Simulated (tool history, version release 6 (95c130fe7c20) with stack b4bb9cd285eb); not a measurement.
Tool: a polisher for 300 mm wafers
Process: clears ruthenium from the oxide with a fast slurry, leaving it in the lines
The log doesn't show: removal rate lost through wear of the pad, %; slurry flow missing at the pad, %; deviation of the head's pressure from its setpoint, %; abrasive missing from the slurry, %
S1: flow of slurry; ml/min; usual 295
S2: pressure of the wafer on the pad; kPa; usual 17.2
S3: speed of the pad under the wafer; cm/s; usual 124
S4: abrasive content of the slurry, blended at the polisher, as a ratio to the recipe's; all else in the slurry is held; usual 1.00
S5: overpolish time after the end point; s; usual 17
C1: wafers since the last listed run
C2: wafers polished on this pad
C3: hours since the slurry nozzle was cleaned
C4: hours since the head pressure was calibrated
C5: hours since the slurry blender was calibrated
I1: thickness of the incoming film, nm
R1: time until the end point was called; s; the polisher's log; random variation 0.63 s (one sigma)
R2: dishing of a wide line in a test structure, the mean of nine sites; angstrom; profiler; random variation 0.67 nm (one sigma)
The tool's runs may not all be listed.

{"run": 1, "day": 0.0, "S1": 295, "S2": 17.2, "S3": 124, "S4": 1.0, "S5": 22, "C1": 0, "C2": 2753, "C3": 49.2, "C4": 456.6, "C5": 294.5, "I1": 150.8, "R1": 40.9, "R2": 639}
{"day": 4.842, "done": "slurry blender recalibrated"}
{"run": 2, "day": 5.038, "S1": 295, "S2": 17.2, "S3": 124, "S4": 1.0, "S5": 25, "C1": 1310, "C2": 4063, "C3": 170.1, "C4": 577.5, "C5": 4.7, "I1": 148.8, "R1": 36.1, "R2": 741}
{"run": 3, "day": 6.725, "S1": 295, "S2": 17.2, "S3": 124, "S4": 1.0, "S5": 25, "C1": 446, "C2": 4509, "C3": 210.6, "C4": 618.0, "C5": 45.2, "I1": 151.2, "R1": 37.6, "R2": 740}
{"day": 7.429, "done": "worn pad replaced by a new one"}
{"run": 4, "day": 7.892, "S1": 295, "S2": 17.2, "S3": 140, "S4": 1.0, "S5": 17, "C1": 264, "C2": 122, "C3": 238.6, "C4": 646.0, "C5": 73.2, "I1": 147.4, "R1": 34.5, "R2": 569}
{"run": 5, "day": 9.079, "S1": 295, "S2": 17.2, "S3": 140, "S4": 1.0, "S5": 17, "C1": 314, "C2": 436, "C3": 267.1, "C4": 674.5, "C5": 101.7, "I1": 151.1, "R1": 34.6, "R2": 579}
{"run": 6, "day": 10.512, "S1": 295, "S2": 17.2, "S3": 140, "S4": 1.0, "S5": 17, "C1": 379, "C2": 815, "C3": 301.5, "C4": 708.9, "C5": 136.1, "I1": 148.5, "R1": 34.2, "R2": 571}
{"run": 7, "day": 11.738, "S1": 295, "S2": 17.2, "S3": 124, "S4": 1.0, "S5": 17, "C1": 323, "C2": 1139, "C3": 330.9, "C4": 738.3, "C5": 165.5, "I1": 149.1, "R1": 38.0, "R2": 522}
{"run": 8, "day": 20.296, "S1": 295, "S2": 17.2, "S3": 124, "S4": 1.0, "S5": 17, "C1": 2263, "C2": 3402, "C3": 536.3, "C4": 943.7, "C5": 370.9, "I1": 151.9, "R1": 41.8, "R2": 490}
{"day": 21.433, "done": "head pressure recalibrated"}
{"run": 9, "day": 21.483, "S1": 295, "S2": 19.3, "S3": 124, "S4": 1.0, "S5": 17, "C1": 291, "C2": 3694, "C3": 564.8, "C4": 1.2, "C5": 399.4, "I1": 148.6, "R1": 37.0, "R2": 530}
{"day": 22.838, "done": "slurry blender recalibrated"}
{"run": 10, "day": 23.717, "S1": 295, "S2": 13.8, "S3": 148, "S4": 1.0, "S5": 24, "C1": 568, "C2": 4263, "C3": 618.4, "C4": 54.8, "C5": 21.1, "I1": 152.4, "R1": 42.6, "R2": 661}
{"day": 23.912, "done": "worn pad replaced by a new one"}
{"day": 24.862, "done": "slurry nozzle cleaned"}
{"run": 11, "day": 25.862, "S1": 295, "S2": 17.2, "S3": 124, "S4": 1.0, "S5": 17, "C1": 512, "C2": 504, "C3": 24.0, "C4": 106.3, "C5": 72.6, "I1": 148.0, "R1": 38.0, "R2": 538}
{"run": 12, "day": 27.233, "S1": 295, "S2": 17.2, "S3": 124, "S4": 1.15, "S5": 17, "C1": 362, "C2": 866, "C3": 56.9, "C4": 139.2, "C5": 105.5, "I1": 148.9, "R1": 36.8, "R2": 549}
{"run": 13, "day": 28.712, "S1": 295, "S2": 17.2, "S3": 124, "S4": 1.0, "S5": 17, "C1": 391, "C2": 1257, "C3": 92.4, "C4": 174.7, "C5": 141.0, "I1": 149.6, "R1": 38.5, "R2": 531}
{"run": 14, "day": 30.925, "S1": 220, "S2": 14.5, "S3": 156, "S4": 1.2, "S5": 17, "C1": 585, "C2": 1842, "C3": 145.5, "C4": 227.8, "C5": 194.1, "I1": 149.6, "R1": 37.7, "R2": 517}
{"run": 15, "day": 34.779, "S1": 295, "S2": 17.2, "S3": 124, "S4": 1.0, "S5": 22, "C1": 1019, "C2": 2862, "C3": 238.0, "C4": 320.3, "C5": 286.6, "I1": 148.5, "R1": 39.4, "R2": 632}
{"run": 16, "day": 36.738, "S1": 375, "S2": 12.4, "S3": 90, "S4": 1.0, "S5": 13, "C1": 517, "C2": 3380, "C3": 285.0, "C4": 367.3, "C5": 333.6, "I1": 150.1, "R1": 68.3, "R2": 246}
{"run": 17, "day": 38.779, "S1": 295, "S2": 17.2, "S3": 124, "S4": 1.2, "S5": 17, "C1": 539, "C2": 3919, "C3": 334.0, "C4": 416.3, "C5": 382.6, "I1": 148.3, "R1": 39.3, "R2": 511}
{"day": 39.262, "done": "worn pad replaced by a new one"}
{"run": 18, "day": 40.167, "S1": 265, "S2": 19.3, "S3": 146, "S4": 1.0, "S5": 13, "C1": 322, "C2": 239, "C3": 367.3, "C4": 449.6, "C5": 415.9, "I1": 147.6, "R1": 34.7, "R2": 455}

The next listed run, before its measurement:
{"day": 40.742, "done": "slurry blender recalibrated"}
{"run": 19, "day": 42.4, "S1": 345, "S2": 17.2, "S3": 124, "S4": 1.0, "S5": 17, "C1": 568, "C2": 807, "C3": 420.9, "C4": 503.2, "C5": 39.8, "I1": 148.5, "R1": "?", "R2": "?"}

Run 19 gave R1 35.4 s, R2 541 angstrom.
Without the tool's hidden state the same run would have given R1 35.3 s, R2 542 angstrom.
